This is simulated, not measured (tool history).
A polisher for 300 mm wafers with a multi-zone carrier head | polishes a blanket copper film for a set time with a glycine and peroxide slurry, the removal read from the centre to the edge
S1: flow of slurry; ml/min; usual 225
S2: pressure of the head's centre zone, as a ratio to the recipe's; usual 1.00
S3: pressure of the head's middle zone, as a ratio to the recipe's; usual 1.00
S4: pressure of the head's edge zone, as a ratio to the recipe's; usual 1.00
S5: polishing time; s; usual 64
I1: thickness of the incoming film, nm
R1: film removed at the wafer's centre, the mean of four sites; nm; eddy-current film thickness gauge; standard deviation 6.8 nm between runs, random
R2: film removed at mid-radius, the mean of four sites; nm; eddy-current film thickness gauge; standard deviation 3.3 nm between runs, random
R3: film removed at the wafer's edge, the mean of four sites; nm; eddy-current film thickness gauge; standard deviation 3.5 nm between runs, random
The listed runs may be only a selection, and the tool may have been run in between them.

{"run": 1, "day": 0.0, "S1": 225, "S2": 1.0, "S3": 1.0, "S4": 1.0, "S5": 64, "I1": 2151.5, "R1": 423.9, "R2": 443.2, "R3": 432.4}
{"day": 2.308, "done": "slurry nozzle cleaned"}
{"run": 2, "day": 3.0, "S1": 225, "S2": 1.0, "S3": 1.0, "S4": 1.0, "S5": 64, "I1": 2160.5, "R1": 470.3, "R2": 482.7, "R3": 464.0}
{"run": 3, "day": 5.442, "S1": 225, "S2": 1.0, "S3": 1.0, "S4": 1.0, "S5": 64, "I1": 2178.0, "R1": 458.0, "R2": 488.5, "R3": 460.4}
{"day": 7.3, "done": "worn pad replaced by a new one"}
{"day": 8.004, "done": "centre zone pressure recalibrated"}
{"run": 4, "day": 11.138, "S1": 225, "S2": 1.0, "S3": 1.0, "S4": 1.0, "S5": 64, "I1": 2176.4, "R1": 442.9, "R2": 468.6, "R3": 456.3}
{"run": 5, "day": 14.021, "S1": 225, "S2": 1.0, "S3": 1.0, "S4": 1.0, "S5": 64, "I1": 2195.4, "R1": 440.5, "R2": 460.9, "R3": 444.7}
{"run": 6, "day": 15.554, "S1": 225, "S2": 1.0, "S3": 1.0, "S4": 1.0, "S5": 64, "I1": 2176.7, "R1": 437.5, "R2": 461.2, "R3": 439.7}
{"day": 16.167, "done": "worn pad replaced by a new one"}
{"run": 7, "day": 17.533, "S1": 265, "S2": 1.0, "S3": 1.0, "S4": 0.94, "S5": 64, "I1": 2151.0, "R1": 447.2, "R2": 472.3, "R3": 440.0}
{"day": 18.621, "done": "edge zone pressure recalibrated"}
{"run": 8, "day": 18.858, "S1": 265, "S2": 1.0, "S3": 1.0, "S4": 0.94, "S5": 64, "I1": 2181.8, "R1": 458.7, "R2": 474.5, "R3": 435.6}
{"run": 9, "day": 21.042, "S1": 225, "S2": 1.0, "S3": 1.0, "S4": 1.0, "S5": 64, "I1": 2146.3, "R1": 427.5, "R2": 449.5, "R3": 434.0}
{"day": 21.404, "done": "centre zone pressure recalibrated"}
{"run": 10, "day": 22.429, "S1": 225, "S2": 1.0, "S3": 1.0, "S4": 1.0, "S5": 64, "I1": 2172.4, "R1": 421.1, "R2": 448.1, "R3": 438.9}
{"run": 11, "day": 24.112, "S1": 225, "S2": 1.0, "S3": 1.0, "S4": 1.0, "S5": 64, "I1": 2155.9, "R1": 424.2, "R2": 446.2, "R3": 440.9}
{"day": 24.929, "done": "worn pad replaced by a new one"}
{"run": 12, "day": 26.517, "S1": 225, "S2": 1.08, "S3": 0.89, "S4": 1.0, "S5": 72, "I1": 2172.4, "R1": 512.9, "R2": 451.7, "R3": 488.1}
{"run": 13, "day": 28.729, "S1": 200, "S2": 1.0, "S3": 1.0, "S4": 1.0, "S5": 73, "I1": 2150.6, "R1": 470.1, "R2": 487.0, "R3": 483.7}
{"run": 14, "day": 31.508, "S1": 225, "S2": 1.0, "S3": 1.0, "S4": 1.0, "S5": 64, "I1": 2127.8, "R1": 422.1, "R2": 441.2, "R3": 435.1}
{"day": 31.892, "done": "slurry nozzle cleaned"}
{"day": 32.925, "done": "carrier head's membrane replaced by a new one"}
{"run": 15, "day": 32.946, "S1": 225, "S2": 1.08, "S3": 1.0, "S4": 1.0, "S5": 64, "I1": 2204.4, "R1": 493.8, "R2": 491.2, "R3": 473.8}
{"day": 34.446, "done": "worn pad replaced by a new one"}
{"run": 16, "day": 35.088, "S1": 225, "S2": 1.0, "S3": 1.0, "S4": 1.0, "S5": 64, "I1": 2209.0, "R1": 465.2, "R2": 486.5, "R3": 465.3}
{"run": 17, "day": 37.188, "S1": 225, "S2": 1.12, "S3": 1.0, "S4": 1.08, "S5": 64, "I1": 2178.4, "R1": 510.3, "R2": 479.5, "R3": 477.8}
{"day": 37.271, "done": "centre zone pressure recalibrated"}
{"run": 18, "day": 38.829, "S1": 260, "S2": 1.0, "S3": 1.04, "S4": 1.09, "S5": 64, "I1": 2164.4, "R1": 475.7, "R2": 509.0, "R3": 489.7}
{"run": 19, "day": 40.525, "S1": 200, "S2": 1.0, "S3": 0.93, "S4": 1.0, "S5": 78, "I1": 2183.0, "R1": 547.4, "R2": 525.4, "R3": 544.7}

Run 20 is up next; what results do you expect?
{"run": 20, "day": 42.212, "S1": 250, "S2": 1.07, "S3": 1.0, "S4": 0.94, "S5": 85, "I1": 2162.7, "R1": "?", "R2": "?", "R3": "?"}

R1: 631.0 nm
R2: 631.7 nm
R3: 595.8 nm
The same run, on a tool lacking any hidden state, would have yielded R1 667.1 nm, R2 664.1 nm, R3 618.3 nm.

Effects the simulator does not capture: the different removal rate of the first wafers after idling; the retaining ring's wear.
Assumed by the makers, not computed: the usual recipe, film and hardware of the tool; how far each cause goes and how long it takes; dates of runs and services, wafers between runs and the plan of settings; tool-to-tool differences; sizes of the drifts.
